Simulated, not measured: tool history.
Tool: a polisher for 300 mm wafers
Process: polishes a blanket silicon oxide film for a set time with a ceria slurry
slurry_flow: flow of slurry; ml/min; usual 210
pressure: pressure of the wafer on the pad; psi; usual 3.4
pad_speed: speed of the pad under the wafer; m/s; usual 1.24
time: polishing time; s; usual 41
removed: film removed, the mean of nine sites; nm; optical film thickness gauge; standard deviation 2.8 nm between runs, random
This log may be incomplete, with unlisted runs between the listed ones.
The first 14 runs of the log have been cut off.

run     day  slurry_flow  pressure  pad_speed  time  incoming thickness of the incoming film, nm  removed
      8.796  -- worn pad replaced by a new one
      8.925  -- slurry nozzle cleaned
 15   8.946          210       3.4       1.24    41                                       1772.6    181.9
 16   9.217          210       3.4       1.24    41                                       1751.3    181.1
 17   9.725          210       3.4       1.24    41                                       1759.4    184.8
      9.892  -- head pressure recalibrated
 18  10.121          210       3.4       1.24    41                                       1795.5    197.3
 19  10.508          180       3.4       1.04    41                                       1754.5    171.5
 20  10.862          210       2.6       1.24    41                                       1761.9    169.5
 21  11.592          210       4.1       1.24    34                                       1777.7    175.3
 22  11.942          210       3.4       1.24    41                                       1792.3    192.9
 23  12.354          210       4.1       1.04    41                                       1779.4    196.9
 24  12.725          210       3.4       1.24    41                                       1790.7    199.0
     13.017  -- worn pad replaced by a new one
 25  13.267          145       4.5       1.24    41                                       1794.3    213.6
 26  13.892          175       3.4       1.24    32                                       1791.5    143.5
 27  14.221          275       3.4       1.46    41                                       1792.7    224.4
 28  14.775          280       3.4       1.24    41                                       1763.5    198.8
 29  15.038          210       3.4       1.24    29                                       1780.5    133.6
 30  15.596          280       2.3       0.94    55                                       1801.4    179.4
 31  16.025          230       2.3       1.24    41                                       1795.2    150.3
 32  16.300          210       3.4       1.24    41                                       1794.5    187.0

Alternative continuations, all from the tool just after run 32; predict every row:
  A  16.317          210       3.4       1.24    30                                       1804.7        ?
  B  16.317          210       4.4       1.24    41                                       1804.7        ?
  C  16.317          280       3.7       1.04    51                                       1804.7        ?
  D  16.317          265       4.3       1.24    41                                       1804.7        ?

run  removed
  A    135.0
  B    217.1
  C    226.3
  D    221.2
Had the tool no hidden state, the same runs would have come out as:
run  removed
  A    143.3
  B    230.3
  C    237.9
  D    232.9

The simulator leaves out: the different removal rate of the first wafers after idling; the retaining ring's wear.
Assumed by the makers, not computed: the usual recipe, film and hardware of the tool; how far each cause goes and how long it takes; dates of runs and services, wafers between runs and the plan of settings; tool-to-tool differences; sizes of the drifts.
